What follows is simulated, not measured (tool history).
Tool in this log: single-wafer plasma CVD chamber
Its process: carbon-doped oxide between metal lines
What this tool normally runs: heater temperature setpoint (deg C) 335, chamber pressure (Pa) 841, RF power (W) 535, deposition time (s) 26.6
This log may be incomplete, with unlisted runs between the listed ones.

run,hour,heater temperature setpoint (deg C),chamber pressure (Pa),RF power (W),deposition time (s),wafers since the last listed run,hours since the last thermocouple change,hours since the last RF generator calibration,hours since the last manometer calibration,hours since the showerhead was replaced,hours since the gauge calibration,"read-back reference wafer on the same gauge, thickness_nm",mean film thickness on the monitor wafer (Å)
1,0.0,335,841,535,26.6,0,990.2,781.3,852.9,7581.0,364.3,131.007,1382.41
2,15.9,335,841,535,26.6,520,1006.1,797.2,868.8,7596.9,380.2,130.864,1382.85
3,31.4,335,841,535,26.6,507,1021.6,812.7,884.3,7612.4,395.7,131.177,1374.24
# hour 68.5: gauge calibrated
4,71.4,325,841,535,29.3,1308,1061.6,852.7,924.3,7652.4,2.9,130.916,1560.43
5,78.9,335,841,535,26.6,245,1069.1,860.2,931.8,7659.9,10.4,131.007,1383.53
6,113.6,335,841,535,26.6,1135,1103.8,894.9,966.5,7694.6,45.1,131.002,1367.40
7,124.6,335,841,535,26.6,359,1114.8,905.9,977.5,7705.6,56.1,131.010,1371.99
# hour 153.2: showerhead replaced
8,158.1,335,841,560,26.6,834,1148.3,939.4,1011.0,4.9,89.6,130.888,1430.11
9,176.5,335,841,560,26.6,601,1166.7,957.8,1029.4,23.3,108.0,130.976,1439.15
10,183.8,335,841,535,26.6,238,1174.0,965.1,1036.7,30.6,115.3,130.959,1363.99
# hour 194.3: RF generator calibrated
11,200.1,335,841,615,26.6,271,1190.3,5.8,1053.0,46.9,131.6,131.010,1620.34
# hour 214.8: capacitance manometer re-zeroed and calibrated
# hour 217.3: thermocouple changed; heater temperature recalibrated
12,217.8,335,841,535,26.6,235,0.5,23.5,3.0,64.6,149.3,130.960,1424.91
13,218.4,335,841,535,26.6,19,1.1,24.1,3.6,65.2,149.9,130.922,1417.23
14,233.6,339,753,500,26.6,497,16.3,39.3,18.8,80.4,165.1,130.940,1290.62
15,246.3,327,679,460,29.2,415,29.0,52.0,31.5,93.1,177.8,130.910,1319.64
16,253.1,335,696,535,26.6,222,35.8,58.8,38.3,99.9,184.6,131.030,1393.94
17,264.9,340,1024,535,26.6,385,47.6,70.6,50.1,111.7,196.4,131.006,1416.28
18,282.8,350,747,475,29.2,585,65.5,88.5,68.0,129.6,214.3,131.035,1306.44
19,299.5,335,841,535,26.6,546,82.2,105.2,84.7,146.3,231.0,130.914,1422.11
20,308.6,335,841,535,21.4,297,91.3,114.3,93.8,155.4,240.1,131.012,1146.46
21,316.9,335,841,480,26.6,271,99.6,122.6,102.1,163.7,248.4,131.002,1274.61
22,331.0,320,841,535,22.9,461,113.7,136.7,116.2,177.8,262.5,131.071,1283.74
23,337.3,329,841,535,26.6,206,120.0,143.0,122.5,184.1,268.8,131.046,1448.94
24,351.7,335,841,535,26.6,471,134.4,157.4,136.9,198.5,283.2,131.177,1419.23
25,364.7,345,1032,635,24.5,425,147.4,170.4,149.9,211.5,296.2,130.942,1510.43
26,380.5,335,921,535,26.6,516,163.2,186.2,165.7,227.3,312.0,130.871,1424.64
27,388.6,342,1012,455,30.0,264,171.3,194.3,173.8,235.4,320.1,131.048,1331.54

Alternative continuations, all from the tool just after run 27; predict every row:
A,389.0,335,841,535,26.6,13,171.7,194.7,174.2,235.8,320.5,?,?
B,389.0,343,897,450,23.3,13,171.7,194.7,174.2,235.8,320.5,?,?
C,389.0,330,995,605,31.7,13,171.7,194.7,174.2,235.8,320.5,?,?
D,389.0,346,841,535,24.6,13,171.7,194.7,174.2,235.8,320.5,?,?
E,389.0,335,841,505,26.6,13,171.7,194.7,174.2,235.8,320.5,?,?

run,"read-back reference wafer on the same gauge, thickness_nm",mean film thickness on the monitor wafer (Å)
A,130.936,1423.89
B,130.936,1013.06
C,130.936,1945.70
D,130.936,1278.11
E,130.936,1344.60
Stripped of hidden state, with their random variation kept, the same runs would have yielded:
run,mean film thickness on the monitor wafer (Å)
A,1429.81
B,1018.03
C,1953.56
D,1283.42
E,1350.29

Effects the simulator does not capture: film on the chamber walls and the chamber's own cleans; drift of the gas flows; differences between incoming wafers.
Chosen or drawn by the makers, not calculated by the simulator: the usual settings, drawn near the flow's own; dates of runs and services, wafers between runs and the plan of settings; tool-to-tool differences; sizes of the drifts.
